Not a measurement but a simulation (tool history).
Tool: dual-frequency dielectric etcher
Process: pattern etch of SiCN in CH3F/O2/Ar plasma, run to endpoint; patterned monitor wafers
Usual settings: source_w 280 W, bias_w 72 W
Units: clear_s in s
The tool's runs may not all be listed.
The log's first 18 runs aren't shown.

run	hour	source_w	bias_w	incoming incoming film thickness, nm	clear_s
19	422.4	210	81	7.39	20.3
# hour 451.2: bias power generator calibrated
20	456.9	310	59	7.43	21.6
21	492.3	240	78	7.37	19.9
22	507.3	350	72	7.43	19.0
# hour 521.1: source power generator calibrated
23	526.7	280	90	7.44	18.0
# hour 560.4: wet clean of the chamber
24	560.9	330	78	7.41	19.5
25	614.0	340	57	7.33	22.1
26	627.8	220	65	7.35	23.0
27	643.7	280	58	7.42	23.2
28	660.8	320	59	7.37	22.1
29	691.5	240	78	7.43	20.9
30	726.4	280	72	7.33	20.5
31	761.2	280	57	7.37	23.0
32	789.7	300	55	7.43	23.4
33	816.1	340	83	7.46	18.6
34	834.5	280	56	7.36	23.1
35	853.9	250	72	7.43	21.3
36	871.6	220	65	7.32	22.6

Forecast each of these 4 alternatives for the next run:
A	872.0	280	72	7.44	?
B	872.0	310	83	7.44	?
C	872.0	320	86	7.44	?
D	872.0	280	84	7.44	?

run	clear_s
A	20.7
B	18.9
C	18.5
D	19.3
Without the tool's hidden state the same runs would have given:
run	clear_s
A	21.0
B	19.1
C	18.7
D	19.5
